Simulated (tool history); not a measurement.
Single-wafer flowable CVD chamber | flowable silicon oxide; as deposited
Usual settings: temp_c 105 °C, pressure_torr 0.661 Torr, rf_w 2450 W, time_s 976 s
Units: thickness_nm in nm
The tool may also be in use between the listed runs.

run	hour	temp_c	pressure_torr	rf_w	time_s	read-back reference wafer on the same gauge, thickness_nm	thickness_nm
1	0.0	109	0.661	2450	976	492.671	401.323
2	16.6	105	0.661	2615	976	493.195	455.655
3	43.5	105	0.661	2615	976	493.081	452.626
4	71.8	105	0.661	2450	1123	492.183	521.333
5	88.4	105	0.661	2450	1123	493.141	520.709
6	101.3	105	0.661	2450	1123	493.039	524.068
7	135.8	105	0.661	2700	976	492.916	459.779
8	243.5	105	0.661	2700	976	493.142	459.742
9	256.5	105	0.661	2700	976	492.774	465.267
10	286.3	105	0.661	2450	976	492.170	455.600
# hour 295.6: gauge calibrated
11	306.1	105	0.661	2450	976	493.334	460.542
# hour 324.9: capacitance manometer re-zeroed and calibrated
12	338.3	105	0.661	2450	976	493.625	458.226
13	373.9	105	0.661	2780	976	493.193	463.901
14	386.1	105	0.661	2780	976	493.259	465.661
15	417.7	105	0.817	2450	893	492.845	521.894
16	445.2	105	0.546	2450	903	493.019	355.123
17	460.6	98	0.764	2855	827	492.336	567.588
18	480.0	95	0.578	2225	1150	492.404	633.925
# hour 496.3: thermocouple changed; heater temperature recalibrated
19	505.5	114	0.498	2800	976	493.169	258.830
# hour 539.6: RF generator calibrated
# hour 546.8: showerhead replaced, of another model than before
20	547.3	105	0.661	2450	976	493.058	436.658
21	552.0	105	0.661	2450	1142	493.141	512.250
22	649.1	92	0.661	2675	976	492.570	645.966
23	683.5	114	0.543	2040	1043	492.406	324.810
24	713.2	105	0.661	2015	891	492.562	398.046
25	743.2	105	0.661	2450	976	492.978	443.464
26	770.2	94	0.497	2450	976	493.176	529.992
27	802.2	105	0.661	2450	976	493.059	444.263
28	817.7	105	0.561	2450	852	493.940	358.392
29	829.7	92	0.760	2725	845	493.300	607.713

Forecast each of these 3 alternatives for the next run:
A	830.4	105	0.661	2450	976	?	?
B	830.4	105	0.775	2450	1134	?	?
C	830.4	100	0.661	2450	976	?	?

run	read-back reference wafer on the same gauge, thickness_nm	thickness_nm
A	492.842	445.558
B	492.842	564.435
C	492.842	516.983
Without the tool's hidden state the same runs would have given:
run	thickness_nm
A	438.626
B	555.654
C	508.751
